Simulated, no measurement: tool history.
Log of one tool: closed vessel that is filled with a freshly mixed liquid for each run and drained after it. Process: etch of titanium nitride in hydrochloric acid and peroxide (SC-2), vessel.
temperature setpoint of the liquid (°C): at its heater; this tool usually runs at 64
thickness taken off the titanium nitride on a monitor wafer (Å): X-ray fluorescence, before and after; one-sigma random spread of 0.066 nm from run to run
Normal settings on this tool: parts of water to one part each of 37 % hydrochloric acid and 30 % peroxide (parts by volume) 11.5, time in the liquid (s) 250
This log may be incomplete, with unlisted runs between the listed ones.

run     day  temperature setpoint of the liquid (°C)  parts of water to one part each of 37 % hydrochloric acid and 30 % peroxide (parts by volume)  time in the liquid (s)  read-back film thickness of the titanium nitride reference wafer, read on the same gauge (nm)  thickness taken off the titanium nitride on a monitor wafer (Å)
  1       0                                       64                                                                                           11.5                     250                                                                                            100                                                            109.6
      1.671  -- thermometer replaced
  2   2.683                                       64                                                                                           11.5                     250                                                                                         100.04                                                              116
      3.233  -- new drum of peroxide connected
  3   5.671                                       64                                                                                           11.5                     250                                                                                         100.02                                                            112.8
  4   7.825                                       64                                                                                           11.5                     310                                                                                          99.98                                                            141.6
  5   9.533                                       64                                                                                           11.5                     310                                                                                          99.97                                                            139.9
  6  11.896                                       64                                                                                           11.5                     250                                                                                          99.99                                                              112
     14.438  -- chemicals flow meter replaced
  7  14.629                                       64                                                                                           11.5                     250                                                                                          99.98                                                            111.7
  8  16.788                                     68.5                                                                                            9.5                     250                                                                                         100.01                                                            172.3
  9  18.108                                     68.5                                                                                            9.5                     250                                                                                          99.97                                                            170.6
 10   19.55                                       64                                                                                           11.5                     250                                                                                          99.98                                                            110.3
 11  21.754                                       64                                                                                           11.5                     250                                                                                            100                                                            109.4
     21.867  -- gauge calibrated
     22.379  -- thermometer replaced
      22.95  -- new drum of peroxide connected
 12  23.279                                       64                                                                                           11.5                     250                                                                                          99.97                                                            104.5
 13  25.696                                       64                                                                                           11.5                     250                                                                                         100.04                                                            102.5
     29.954  -- thermometer replaced, repeated, since the last time left the tool worse
 14  30.317                                       71                                                                                           11.5                     210                                                                                          99.99                                                              146
 15    33.1                                       64                                                                                           11.5                     250                                                                                         100.01                                                            113.3
 16  35.017                                       71                                                                                           11.5                     290                                                                                         100.03                                                            199.6
 17  37.125                                       64                                                                                           11.5                     250                                                                                         100.01                                                            113.1
 18  38.883                                     59.5                                                                                            5.5                     250                                                                                          99.99                                                            153.3
 19  41.571                                       64                                                                                           11.5                     250                                                                                         100.01                                                            110.7
     44.225  -- chemicals flow meter replaced
 20  44.283                                       64                                                                                           11.5                     345                                                                                          99.99                                                            151.4
     45.967  -- new drum of peroxide connected
 21  47.079                                       64                                                                                           11.5                     250                                                                                          99.98                                                            110.8
 22  48.254                                     70.5                                                                                           13.5                     310                                                                                          99.99                                                            173.8
 23  50.292                                     58.5                                                                                           11.5                     250                                                                                            100                                                             77.5
 24  52.658                                       64                                                                                           11.5                     195                                                                                            100                                                             84.9
     53.638  -- thermometer replaced
 25  55.012                                       64                                                                                           11.5                     250                                                                                         100.01                                                            115.3
 26  56.125                                       60                                                                                            9.5                     145                                                                                          99.99                                                             61.1
 27  58.796                                       64                                                                                           11.5                     250                                                                                         100.01                                                            113.6

Run by run, hidden condition taken away, random variation retained:
Hidden state at play: liquid colder than its thermometer reads (K); chemicals flow below the setpoint (%); peroxide weaker than its label (%); gauge reads high (%).
run  thickness taken off the titanium nitride on a monitor wafer (Å)
  1                                                            116.7
  2                                                            116.5
  3                                                            114.2
  4                                                            144.3
  5                                                            143.1
  6                                                            115.3
  7                                                            115.9
  8                                                            179.5
  9                                                            178.4
 10                                                            115.9
 11                                                            115.6
 12                                                            116.4
 13                                                              115
 14                                                            146.8
 15                                                            114.8
 16                                                            203.3
 17                                                            115.9
 18                                                            158.1
 19                                                            114.9
 20                                                            158.3
 21                                                            116.7
 22                                                            183.2
 23                                                             82.5
 24                                                             90.7
 25                                                            116.3
 26                                                             61.8
 27                                                            115.8

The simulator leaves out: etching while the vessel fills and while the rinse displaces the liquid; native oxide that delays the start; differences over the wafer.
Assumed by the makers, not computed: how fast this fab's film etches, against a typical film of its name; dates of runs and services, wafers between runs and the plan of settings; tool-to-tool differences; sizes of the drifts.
